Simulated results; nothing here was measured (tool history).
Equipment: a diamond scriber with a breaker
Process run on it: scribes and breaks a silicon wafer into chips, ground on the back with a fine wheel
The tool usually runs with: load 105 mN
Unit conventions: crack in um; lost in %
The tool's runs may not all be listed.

| run | hour | load | wafers since the last listed run | hours since the diamond tip was replaced | hours since the load on the tip was calibrated | incoming depth of the damage left on the back of the incoming wafer, um | crack | lost |
|---|---|---|---|---|---|---|---|---|
| 1 | 0 | 105 | 0 | 11.5 | 356.7 | 2.82 | 10.2 | 5.29 |
| 2 | 22.5 | 105 | 27 | 34 | 379.2 | 1.99 | 9.99 | 3.14 |
| 3 | 60.8 | 105 | 46 | 72.3 | 417.5 | 2.42 | 10.05 | 3.85 |
| 4 | 94.8 | 105 | 41 | 106.3 | 451.5 | 1.69 | 10.11 | 2.82 |
| 5 | 127.6 | 105 | 39 | 139.1 | 484.3 | 2.42 | 9.98 | 5.14 |
| 6 | 149.4 | 121 | 26 | 160.9 | 506.1 | 2.19 | 10.61 | 3.05 |
| 7 | 163.1 | 85 | 16 | 174.6 | 519.8 | 2.04 | 8.5 | 9.9 |
| 8 | 192 | 105 | 34 | 203.5 | 548.7 | 2.05 | 9.56 | 4.03 |
| 9 | 224.1 | 90 | 38 | 235.6 | 580.8 | 2.31 | 8.43 | 9.96 |
| 10 | 249.8 | 90 | 31 | 261.3 | 606.5 | 2.7 | 8.72 | 11.71 |
| 11 | 279.8 | 93 | 36 | 291.3 | 636.5 | 2.16 | 8.81 | 8.65 |
| 12 | 296 | 93 | 19 | 307.5 | 652.7 | 2.8 | 8.62 | 10.23 |
| 13 | 316.5 | 105 | 24 | 328 | 673.2 | 2.74 | 9.1 | 7.03 |
| 14 | 351.9 | 105 | 42 | 363.4 | 708.6 | 1.74 | 9.5 | 4.59 |
| 15 | 374.5 | 105 | 27 | 386 | 731.2 | 2.76 | 9.5 | 6.84 |
| 16 | 442.4 | 92 | 81 | 453.9 | 799.1 | 2.82 | 8.56 | 12 |
| 17 | 475.1 | 105 | 39 | 486.6 | 831.8 | 1.74 | 9.06 | 5.45 |
| 18 | 498.3 | 113 | 27 | 509.8 | 855 | 1.61 | 9.81 | 3.3 |
| 19 | 513.7 | 127 | 18 | 525.2 | 870.4 | 2.37 | 10.34 | 3.79 |
| 20 | 534.7 | 86 | 25 | 546.2 | 891.4 | 2.87 | 8.11 | 17.54 |
| 21 | 561.2 | 76 | 31 | 572.7 | 917.9 | 1.93 | 7.48 | 20.94 |
|  | 595.8 | load on the tip recalibrated |
|  | 621.8 | diamond tip replaced by a new one |
| 22 | 650.8 | 75 | 103 | 29 | 55 | 2.42 | 7.9 | 14.32 |
| 23 | 683.6 | 126 | 39 | 61.8 | 87.8 | 2.34 | 11.08 | 4.08 |
| 24 | 699.6 | 124 | 19 | 77.8 | 103.8 | 2.75 | 10.7 | 4.18 |
| 25 | 720.8 | 105 | 25 | 99 | 125 | 1.89 | 9.79 | 3.61 |
| 26 | 752.3 | 83 | 38 | 130.5 | 156.5 | 2.96 | 8.2 | 16.45 |
| 27 | 764.5 | 85 | 14 | 142.7 | 168.7 | 2.07 | 8.37 | 10.89 |
| 28 | 784.8 | 123 | 24 | 163 | 189 | 1.54 | 10.44 | 2.39 |
| 29 | 817.4 | 134 | 39 | 195.6 | 221.6 | 2.03 | 10.95 | 3.19 |
| 30 | 836.8 | 129 | 23 | 215 | 241 | 1.78 | 10.71 | 2.56 |
| 31 | 852.8 | 105 | 19 | 231 | 257 | 1.94 | 9.38 | 4.8 |
| 32 | 883.8 | 128 | 37 | 262 | 288 | 2.64 | 10.51 | 3.63 |

The tool's hidden state at each run:
deviation of the load on the tip from its setpoint, %: 0 at every run
H1: share of the diamond tip's cutting effectiveness lost through wear, %
| run | H1 |
|---|---|
| 1 | 1.22 |
| 2 | 3.08 |
| 3 | 5.8 |
| 4 | 7.83 |
| 5 | 9.5 |
| 6 | 10.5 |
| 7 | 11 |
| 8 | 12.1 |
| 9 | 13.1 |
| 10 | 13.8 |
| 11 | 14.5 |
| 12 | 14.9 |
| 13 | 15.3 |
| 14 | 15.9 |
| 15 | 16.2 |
| 16 | 17 |
| 17 | 17.3 |
| 18 | 17.5 |
| 19 | 17.6 |
| 20 | 17.8 |
| 21 | 17.9 |
| 22 | 5.58 |
| 23 | 8 |
| 24 | 9.05 |
| 25 | 10.3 |
| 26 | 12 |
| 27 | 12.6 |
| 28 | 13.5 |
| 29 | 14.7 |
| 30 | 15.4 |
| 31 | 15.9 |
| 32 | 16.7 |
